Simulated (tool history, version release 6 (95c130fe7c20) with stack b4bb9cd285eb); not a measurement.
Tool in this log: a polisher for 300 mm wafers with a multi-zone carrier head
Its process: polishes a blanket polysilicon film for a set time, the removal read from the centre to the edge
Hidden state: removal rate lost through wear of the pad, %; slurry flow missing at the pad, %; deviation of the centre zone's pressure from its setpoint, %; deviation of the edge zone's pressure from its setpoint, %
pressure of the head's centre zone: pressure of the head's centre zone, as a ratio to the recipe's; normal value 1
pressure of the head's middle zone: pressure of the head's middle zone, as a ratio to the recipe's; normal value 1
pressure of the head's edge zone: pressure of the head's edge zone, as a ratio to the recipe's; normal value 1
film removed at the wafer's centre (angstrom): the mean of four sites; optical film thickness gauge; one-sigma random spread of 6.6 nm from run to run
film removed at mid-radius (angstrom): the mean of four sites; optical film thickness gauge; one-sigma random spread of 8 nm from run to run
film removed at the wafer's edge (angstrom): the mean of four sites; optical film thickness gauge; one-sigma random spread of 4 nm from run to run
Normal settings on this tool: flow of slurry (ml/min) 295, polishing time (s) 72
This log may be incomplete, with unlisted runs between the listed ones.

run	hour	flow of slurry (ml/min)	pressure of the head's centre zone	pressure of the head's middle zone	pressure of the head's edge zone	polishing time (s)	wafers since the last listed run	wafers polished on this pad	hours since the slurry nozzle was cleaned	hours since the centre zone pressure was calibrated	hours since the edge zone pressure was calibrated	hours since the carrier head's membrane was replaced	incoming thickness of the incoming film, nm	film removed at the wafer's centre (angstrom)	film removed at mid-radius (angstrom)	film removed at the wafer's edge (angstrom)
1	0	295	1	1	1	72	0	3	623.4	171.7	488.1	565.3	1691.5	5412	5364	5279
# hour 2: edge zone pressure recalibrated
2	63.1	295	1	1	1	72	398	402	686.5	234.8	61.1	628.4	1696.2	5462	5568	5303
# hour 99.2: slurry nozzle cleaned
3	122.7	295	1	1	1	72	381	783	23.5	294.4	120.7	688	1699.7	5310	5504	5208
4	189.3	295	1	1	1	72	433	1217	90.1	361	187.3	754.6	1705.6	5402	5367	5236
5	246.1	295	1	1	1	72	370	1587	146.9	417.8	244.1	811.4	1726.9	5325	5241	5193
6	340.8	295	1	1	1	72	617	2205	241.6	512.5	338.8	906.1	1674.3	5365	5401	5142
7	446.8	295	0.89	1	0.89	54	690	2895	347.6	618.5	444.8	1012.1	1704.9	3417	3844	3496
# hour 483.5: centre zone pressure recalibrated
# hour 489.3: edge zone pressure recalibrated
8	521.8	295	1	1	1	72	462	3358	422.6	38.3	32.5	1087.1	1720.3	4963	5167	4844
# hour 566.2: worn pad replaced by a new one
9	577.8	200	1	1	1.04	60	338	75	478.6	94.3	88.5	1143.1	1678	4304	4348	4354
10	671.2	295	0.93	0.94	1	72	608	684	572	187.7	181.9	1236.5	1687.5	5028	5423	5288
11	775	360	1	1	1	72	676	1360	675.8	291.5	285.7	1340.3	1702.2	5546	5538	5296
# hour 799.2: slurry nozzle cleaned
12	814.3	295	1	1	1	72	249	1610	15.1	330.8	325	1379.6	1716.7	5287	5493	5268
13	913	295	0.96	1	1.1	72	643	2253	113.8	429.5	423.7	1478.3	1685.5	5000	5493	5389
14	968.5	360	1	1.07	1.1	61	361	2615	169.3	485	479.2	1533.8	1730.6	4481	4843	4581
# hour 1013.2: centre zone pressure recalibrated
15	1018.2	295	1	1	1	72	310	2926	219	5	528.9	1583.5	1704.4	5162	5245	4928
# hour 1035.9: edge zone pressure recalibrated
# hour 1036.4: worn pad replaced by a new one
# hour 1110.5: carrier head's membrane replaced by a new one
16	1119.6	295	1	1.09	1	54	611	509	320.4	106.4	83.7	9.1	1697	4188	4544	4065
17	1226.6	255	1.04	1.12	1	65	697	1206	427.4	213.4	190.7	116.1	1678.5	5120	5356	4794
18	1419.1	190	1	0.96	0.94	93	1254	2461	619.9	405.9	383.2	308.6	1691.5	6346	6275	6106
19	1493.3	365	1	1	1	72	483	2944	694.1	480.1	457.4	382.8	1683.9	5438	5368	5133
20	1532.7	225	1.06	1	1.12	61	256	3201	733.5	519.5	496.8	422.2	1687.8	4520	4317	4313
# hour 1551.6: edge zone pressure recalibrated
# hour 1587.2: centre zone pressure recalibrated
# hour 1606.4: worn pad replaced by a new one
21	1621.2	295	0.94	1	0.97	72	524	96	822	34	69.6	510.7	1681.8	5180	5704	5317
# hour 1670.9: slurry nozzle cleaned
22	1678.6	345	1	1	0.92	47	367	464	7.7	91.4	127	568.1	1717.2	3648	3686	3355
23	1774.1	295	1	1.04	0.88	72	622	1086	103.2	186.9	222.5	663.6	1717.5	5506	5739	4929

Each row is a separate what-if for the run after 23, all from the same tool condition, not one after another. Results?
A	1774.5	295	1.06	1	1	72	2	1089	103.6	187.3	222.9	664	1719.4	?	?	?
B	1774.5	295	1.11	0.94	0.93	72	2	1089	103.6	187.3	222.9	664	1719.4	?	?	?
C	1774.5	295	1.09	0.95	1	72	2	1089	103.6	187.3	222.9	664	1719.4	?	?	?

run	film removed at the wafer's centre (angstrom)	film removed at mid-radius (angstrom)	film removed at the wafer's edge (angstrom)
A	5788	5604	5230
B	6061	5359	5056
C	5952	5400	5233
With the hidden condition removed and each run's random variation left untouched, the same runs would have given:
run	film removed at the wafer's centre (angstrom)	film removed at mid-radius (angstrom)	film removed at the wafer's edge (angstrom)
A	5938	5749	5365
B	6218	5498	5187
C	6105	5540	5368

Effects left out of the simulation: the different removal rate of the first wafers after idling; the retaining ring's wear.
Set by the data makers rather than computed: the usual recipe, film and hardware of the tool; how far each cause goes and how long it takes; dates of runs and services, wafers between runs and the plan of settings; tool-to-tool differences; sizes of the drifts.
